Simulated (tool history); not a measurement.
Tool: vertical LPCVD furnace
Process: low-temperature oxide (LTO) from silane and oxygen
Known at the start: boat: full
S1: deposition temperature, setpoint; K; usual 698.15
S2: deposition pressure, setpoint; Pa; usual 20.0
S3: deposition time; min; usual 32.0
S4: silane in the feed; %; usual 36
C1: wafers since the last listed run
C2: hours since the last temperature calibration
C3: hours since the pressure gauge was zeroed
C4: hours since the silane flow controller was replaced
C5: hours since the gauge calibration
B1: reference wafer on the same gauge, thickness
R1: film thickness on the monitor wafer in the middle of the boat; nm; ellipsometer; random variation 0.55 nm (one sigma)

run    hour      S1    S2    S3  S4    C1      C2      C3      C4      C5      B1      R1
  1     0.0  698.15  20.0  32.0  41     0  2012.9  2552.0  6186.2   917.9  224.86  295.64
       71.8  -- silane flow controller replaced
  2    97.7  698.15  20.0  32.0  41  1768  2110.6  2649.7    25.9  1015.6  224.93  292.57
  3   207.6  698.15  20.0  32.0  41  2637  2220.5  2759.6   135.8  1125.5  225.14  292.84
  4   246.5  705.15  20.0  32.0  36   933  2259.4  2798.5   174.7  1164.4  224.93  271.26
  5   327.1  705.15  20.0  32.0  36  1934  2340.0  2879.1   255.3  1245.0  224.92  270.28
  6   372.8  705.15  20.0  32.0  36  1096  2385.7  2924.8   301.0  1290.7  225.01  270.63
  7   676.7  698.15  20.0  32.0  36  7292  2689.6  3228.7   604.9  1594.6  225.18  251.66
  8   776.5  698.15  20.0  32.0  36  2394  2789.4  3328.5   704.7  1694.4  225.12  252.92
  9   823.8  698.15  20.0  32.0  36  1135  2836.7  3375.8   752.0  1741.7  224.99  252.86
 10   862.0  709.15  20.0  32.0  36   916  2874.9  3414.0   790.2  1779.9  224.87  282.50
      927.5  -- pressure gauge zeroed
 11   928.0  698.15  20.0  32.0  36  1007  2940.9     0.5   856.2  1845.9  225.09  252.83
 12  1176.9  698.15  23.3  42.5  32  5972  3189.8   249.4  1105.1  2094.8  224.97  338.26
 13  1217.9  694.15  20.0  22.0  30   983  3230.8   290.4  1146.1  2135.8  225.06  131.46
 14  1254.0  692.15  21.3  36.0  29   866  3266.9   326.5  1182.2  2171.9  225.15  213.57
 15  1317.4  698.15  20.0  32.0  36  1521  3330.3   389.9  1245.6  2235.3  225.21  254.35
 16  1425.2  698.15  20.0  32.0  36  2586  3438.1   497.7  1353.4  2343.1  224.89  253.70
 17  1494.3  698.15  23.3  20.5  36  1658  3507.2   566.8  1422.5  2412.2  225.09  189.78
     1602.9  -- gauge calibrated
 18  1637.3  698.15  20.0  32.0  31  3431  3650.2   709.8  1565.5    34.4  224.91  209.58
 19  1721.8  694.15  20.0  44.5  36  2027  3734.7   794.3  1650.0   118.9  225.09  338.66
     2025.3  -- thermocouples replaced and temperature profile calibrated
 20  2037.1  698.15  23.3  32.0  36  6990    11.8  1109.6  1965.3   434.2  224.89  292.87
 21  2144.6  706.15  20.0  37.0  36  2579   119.3  1217.1  2072.8   541.7  225.02  315.36
 22  2182.1  698.15  22.0  44.5  33   899   156.8  1254.6  2110.3   579.2  224.92  343.26
 23  2231.3  704.15  20.0  36.5  36  1180   206.0  1303.8  2159.5   628.4  225.06  306.35
 24  2312.5  691.15  24.7  42.0  36  1948   287.2  1385.0  2240.7   709.6  224.97  378.80
 25  2348.6  698.15  20.0  26.5  36   866   323.3  1421.1  2276.8   745.7  224.97  208.99
 26  2389.4  698.15  20.0  32.0  36   979   364.1  1461.9  2317.6   786.5  224.80  250.47
 27  2429.5  709.15  20.0  41.0  32   962   404.2  1502.0  2357.7   826.6  224.93  310.48
 28  2522.6  698.15  20.0  32.0  36  2234   497.3  1595.1  2450.8   919.7  224.91  251.59
 29  2756.7  688.15  15.3  37.5  30  5617   731.4  1829.2  2684.9  1153.8  225.08  159.48
 30  2800.7  698.15  20.0  32.0  36  1055   775.4  1873.2  2728.9  1197.8  224.95  252.11
 31  2893.9  698.15  24.7  22.0  29  2236   868.6  1966.4  2822.1  1291.0  224.99  159.95
 32  2998.4  708.15  20.0  38.5  36  2507   973.1  2070.9  2926.6  1395.5  224.90  334.73

How the hidden state differs across the entries between the runs, from the last listed run before each to the first after it:
Between runs 1 and 2: silane flow controller replaced (hour 71.8)
  true tube temperature minus thermocouple reading, K: 0.502 -> 0.547; deviation of the silane flow from its setpoint, %: 1.72 -> -0.104
  measured less the result without the state, R1: +4.60 -> +1.39 nm
Between runs 10 and 11: pressure gauge zeroed (hour 927.5)
  true tube temperature minus thermocouple reading, K: 0.969 -> 1.01; deviation of the silane flow from its setpoint, %: -0.0758 -> -0.071
  measured less the result without the state, R1: +2.53 -> +2.49 nm
Between runs 17 and 18: gauge calibrated (hour 1602.9)
  true tube temperature minus thermocouple reading, K: 1.42 -> 1.53; deviation of the silane flow from its setpoint, %: -0.0136 -> 0.0054
  measured less the result without the state, R1: +2.73 -> +3.42 nm
Between runs 19 and 20: thermocouples replaced and temperature profile calibrated (hour 2025.3)
  true tube temperature minus thermocouple reading, K: 1.6 -> 0.242; deviation of the silane flow from its setpoint, %: 0.0175 -> 0.0682
  measured less the result without the state, R1: +5.67 -> +0.88 nm

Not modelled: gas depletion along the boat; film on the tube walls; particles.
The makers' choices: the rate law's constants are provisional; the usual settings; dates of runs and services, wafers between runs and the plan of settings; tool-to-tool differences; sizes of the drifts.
